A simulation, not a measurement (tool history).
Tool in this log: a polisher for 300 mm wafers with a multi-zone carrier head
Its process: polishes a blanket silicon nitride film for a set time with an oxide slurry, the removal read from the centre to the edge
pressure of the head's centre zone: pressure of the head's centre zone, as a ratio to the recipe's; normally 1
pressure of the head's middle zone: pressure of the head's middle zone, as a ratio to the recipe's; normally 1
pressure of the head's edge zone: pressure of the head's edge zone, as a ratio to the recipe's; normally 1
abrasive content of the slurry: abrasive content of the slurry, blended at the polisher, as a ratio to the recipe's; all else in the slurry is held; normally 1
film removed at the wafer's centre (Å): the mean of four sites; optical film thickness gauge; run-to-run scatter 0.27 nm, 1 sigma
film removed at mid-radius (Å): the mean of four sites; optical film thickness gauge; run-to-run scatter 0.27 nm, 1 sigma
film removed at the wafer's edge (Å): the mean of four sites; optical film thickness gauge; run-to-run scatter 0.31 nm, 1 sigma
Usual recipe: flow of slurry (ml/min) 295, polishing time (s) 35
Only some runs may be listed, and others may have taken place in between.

run,hour,flow of slurry (ml/min),pressure of the head's centre zone,pressure of the head's middle zone,pressure of the head's edge zone,abrasive content of the slurry,polishing time (s),wafers since the last listed run,wafers polished on this pad,hours since the slurry nozzle was cleaned,hours since the centre zone pressure was calibrated,hours since the edge zone pressure was calibrated,hours since the carrier head's membrane was replaced,"incoming thickness of the incoming film, nm",film removed at the wafer's centre (Å),film removed at mid-radius (Å),film removed at the wafer's edge (Å)
1,0,295,1,1,1,1,35,0,850,686.2,745.5,649.9,985,627.2,253,252,262
2,8.2,295,1,1,1,1,35,108,959,694.4,753.7,658.1,993.2,627.6,257,256,257
3,18.7,295,1,1,1,1,35,138,1097,704.9,764.2,668.6,1003.7,635.3,248,254,253
# hour 31.7: worn pad replaced by a new one
4,32.2,235,1,1,1,1,35,125,6,718.4,777.7,682.1,1017.2,641.2,256,260,262
5,40.7,235,1,1,1,1,35,112,118,726.9,786.2,690.6,1025.7,629.7,256,258,259
6,48.3,235,1,1,1,1,35,100,219,734.5,793.8,698.2,1033.3,627.7,252,259,259
# hour 59: carrier head's membrane replaced by a new one
7,59.5,295,1,1,1,1,35,81,301,745.7,805,709.4,0.5,627.8,265,265,267
# hour 63.9: slurry nozzle cleaned
# hour 68: edge zone pressure recalibrated
# hour 71.9: centre zone pressure recalibrated
8,72.4,295,0.96,1,1,1,35,104,405,8.5,0.5,4.4,13.4,629.1,251,259,265
9,78.4,295,1,1.06,0.94,1,35,79,484,14.5,6.5,10.4,19.4,629.6,259,274,261
10,86.7,295,1,1,1,1,35,109,594,22.8,14.8,18.7,27.7,632,260,260,265
11,99.6,295,1,1,1,1,35,170,764,35.7,27.7,31.6,40.6,633.4,254,257,258
# hour 121.5: worn pad replaced by a new one
12,146.4,295,0.95,1,1,1,35,564,328,82.5,74.5,78.4,87.4,619.8,252,268,265
13,162.2,295,1,1,1,1.15,44,208,536,98.3,90.3,94.2,103.2,624.2,340,349,355
14,168.5,295,0.95,1.07,1,1,35,83,619,104.6,96.6,100.5,109.5,630.6,252,276,266
15,184.6,295,1,1,1.07,1,31,212,832,120.7,112.7,116.6,125.6,627,231,229,235

Alternative continuations, all from the tool just after run 15; predict every row:
A,185,295,1,1,1,1,35,5,837,121.1,113.1,117,126,617,?,?,?
B,185,295,1.07,1,1,1,35,5,837,121.1,113.1,117,126,617,?,?,?
C,185,200,1,0.96,1.07,1,30,5,837,121.1,113.1,117,126,617,?,?,?
D,185,355,1,0.93,1,1,35,5,837,121.1,113.1,117,126,617,?,?,?
E,185,295,0.89,1.09,1,1.2,35,5,837,121.1,113.1,117,126,617,?,?,?

run,film removed at the wafer's centre (Å),film removed at mid-radius (Å),film removed at the wafer's edge (Å)
A,262,263,254
B,278,263,254
C,211,206,214
D,267,252,258
E,253,303,272
Take away the tool's hidden state, keep each run's random variation, and the runs would have read:
run,film removed at the wafer's centre (Å),film removed at mid-radius (Å),film removed at the wafer's edge (Å)
A,269,270,262
B,287,270,262
C,217,212,220
D,275,259,266
E,260,312,280
